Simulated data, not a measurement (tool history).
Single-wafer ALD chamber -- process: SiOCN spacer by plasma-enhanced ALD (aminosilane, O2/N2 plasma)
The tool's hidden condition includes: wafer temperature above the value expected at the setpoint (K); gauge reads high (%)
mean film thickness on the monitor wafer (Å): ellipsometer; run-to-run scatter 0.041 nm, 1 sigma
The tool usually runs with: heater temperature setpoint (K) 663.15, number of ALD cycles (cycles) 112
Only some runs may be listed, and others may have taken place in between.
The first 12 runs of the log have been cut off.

run	hour	heater temperature setpoint (K)	number of ALD cycles (cycles)	wafers since the last listed run	hours since the last thermocouple change	hours since the gauge calibration	read-back reference wafer on the same gauge, thickness_nm	mean film thickness on the monitor wafer (Å)
13	842.8	663.15	112	244	1682.3	532.2	5.95	69.45
14	988.6	663.15	112	450	1828.1	678	5.955	71.07
15	1085.3	663.15	112	298	1924.8	774.7	5.946	70.44
16	1163.9	663.15	112	242	2003.4	853.3	5.942	70.65
17	1246.9	663.15	112	256	2086.4	936.3	5.946	70.48
18	1345	663.15	117	303	2184.5	1034.4	5.939	74.08
19	1428.7	663.15	112	258	2268.2	1118.1	5.949	70.46
20	1751.3	663.15	112	996	2590.8	1440.7	5.947	70.93
21	1808.7	655.15	123	177	2648.2	1498.1	5.957	76.64
22	1893.7	670.15	94	262	2733.2	1583.1	5.946	59.27
23	1990.7	672.15	103	299	2830.2	1680.1	5.95	64.2
24	2045.6	659.15	94	169	2885.1	1735	5.952	58.73
# hour 2160.2: gauge calibrated
# hour 2262: thermocouple changed; heater temperature recalibrated
25	2305	654.15	112	776	43	144.8	5.956	71.01
26	2364.2	668.15	128	182	102.2	204	5.953	80.95
27	2432.1	671.15	127	209	170.1	271.9	5.946	78.73
28	2503.6	663.15	112	220	241.6	343.4	5.955	69.67

What does the tool deliver on the next run?
29	2595.1	655.15	121	282	333.1	434.9	?	?

{"run 29": {"read-back reference wafer on the same gauge, thickness_nm": 5.946, "mean film thickness on the monitor wafer (Å)": 76.41}}
On a tool with no hidden condition, and with the same random variation, this run would have come out at mean film thickness on the monitor wafer (Å) 76.41.
